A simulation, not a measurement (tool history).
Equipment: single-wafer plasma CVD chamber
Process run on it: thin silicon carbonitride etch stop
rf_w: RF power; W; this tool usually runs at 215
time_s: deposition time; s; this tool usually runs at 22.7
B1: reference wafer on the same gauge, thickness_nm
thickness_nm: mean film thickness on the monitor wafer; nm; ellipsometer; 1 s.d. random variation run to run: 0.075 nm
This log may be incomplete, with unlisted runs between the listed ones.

run 1 hour=0 | rf_w=215 time_s=22.7 | B1=14.317 | thickness_nm=14.636
run 2 hour=55.7 | rf_w=215 time_s=22.7 | B1=14.318 | thickness_nm=14.766
run 3 hour=125.5 | rf_w=215 time_s=22.7 | B1=14.251 | thickness_nm=14.91
-- hour=149.4 gauge calibrated
run 4 hour=182.6 | rf_w=215 time_s=22.7 | B1=14.285 | thickness_nm=14.744
run 5 hour=221.2 | rf_w=215 time_s=22.7 | B1=14.316 | thickness_nm=14.704
run 6 hour=250.3 | rf_w=215 time_s=22.7 | B1=14.284 | thickness_nm=14.739
run 7 hour=275.6 | rf_w=215 time_s=20.7 | B1=14.285 | thickness_nm=13.521
run 8 hour=315.6 | rf_w=215 time_s=20.7 | B1=14.313 | thickness_nm=13.502
run 9 hour=342.5 | rf_w=215 time_s=20.7 | B1=14.321 | thickness_nm=13.462
run 10 hour=377.6 | rf_w=245 time_s=22.7 | B1=14.298 | thickness_nm=15.417
run 11 hour=401.7 | rf_w=215 time_s=22.7 | B1=14.282 | thickness_nm=14.708
run 12 hour=432.5 | rf_w=215 time_s=22.7 | B1=14.307 | thickness_nm=14.783
run 13 hour=569.7 | rf_w=215 time_s=22.7 | B1=14.316 | thickness_nm=14.761
run 14 hour=604.1 | rf_w=215 time_s=22.7 | B1=14.323 | thickness_nm=14.683
run 15 hour=657 | rf_w=215 time_s=22.7 | B1=14.296 | thickness_nm=14.684
run 16 hour=726.9 | rf_w=215 time_s=22.7 | B1=14.296 | thickness_nm=14.775
-- hour=750.1 thermocouple changed; heater temperature recalibrated
run 17 hour=755 | rf_w=235 time_s=19.4 | B1=14.313 | thickness_nm=12.891
run 18 hour=844.6 | rf_w=215 time_s=22.7 | B1=14.257 | thickness_nm=14.582
run 19 hour=901.9 | rf_w=255 time_s=19.7 | B1=14.313 | thickness_nm=13.486
-- hour=961 showerhead replaced
run 20 hour=970.3 | rf_w=245 time_s=18.4 | B1=14.251 | thickness_nm=12.328
run 21 hour=1007.9 | rf_w=185 time_s=18.4 | B1=14.32 | thickness_nm=11.44
run 22 hour=1187.1 | rf_w=215 time_s=22.7 | B1=14.298 | thickness_nm=14.714
run 23 hour=1230.3 | rf_w=240 time_s=24.7 | B1=14.309 | thickness_nm=16.337
run 24 hour=1271.7 | rf_w=175 time_s=18.3 | B1=14.276 | thickness_nm=10.999
-- hour=1290.1 RF generator calibrated
run 25 hour=1458.4 | rf_w=255 time_s=19.3 | B1=14.297 | thickness_nm=12.913
-- hour=1506.2 gauge calibrated
run 26 hour=1668.4 | rf_w=180 time_s=26.8 | B1=14.316 | thickness_nm=15.879
run 27 hour=1724.8 | rf_w=215 time_s=22.7 | B1=14.285 | thickness_nm=14.295
run 28 hour=1750.7 | rf_w=215 time_s=22.7 | B1=14.288 | thickness_nm=14.548
run 29 hour=1815 | rf_w=245 time_s=21.1 | B1=14.32 | thickness_nm=13.894
-- hour=1860.2 RF generator calibrated, repeated, since the last time left the tool worse
run 30 hour=1881.1 | rf_w=215 time_s=22.7 | B1=14.27 | thickness_nm=14.905
run 31 hour=1935.7 | rf_w=205 time_s=19.8 | B1=14.312 | thickness_nm=12.722
run 32 hour=1960.8 | rf_w=245 time_s=21.1 | B1=14.296 | thickness_nm=14.25
run 33 hour=2000.7 | rf_w=215 time_s=22.7 | B1=14.298 | thickness_nm=14.872
run 34 hour=2040.1 | rf_w=250 time_s=24.1 | B1=14.313 | thickness_nm=16.433
run 35 hour=2098.6 | rf_w=215 time_s=22.7 | B1=14.275 | thickness_nm=14.877
run 36 hour=2161 | rf_w=215 time_s=24.7 | B1=14.303 | thickness_nm=16.21

Branching from run 36: 3 alternative next runs. What would each branch give?
run A hour=2161.4 | rf_w=240 time_s=22.7 | B1=? | thickness_nm=?
run B hour=2161.4 | rf_w=245 time_s=24.7 | B1=? | thickness_nm=?
run C hour=2161.4 | rf_w=190 time_s=24.2 | B1=? | thickness_nm=?

run=A B1=14.277 thickness_nm=15.299
run=B B1=14.277 thickness_nm=16.751
run=C B1=14.277 thickness_nm=15.197
Stripped of hidden state, with their random variation kept, the same runs would have yielded:
run=A thickness_nm=15.313
run=B thickness_nm=16.767
run=C thickness_nm=15.211
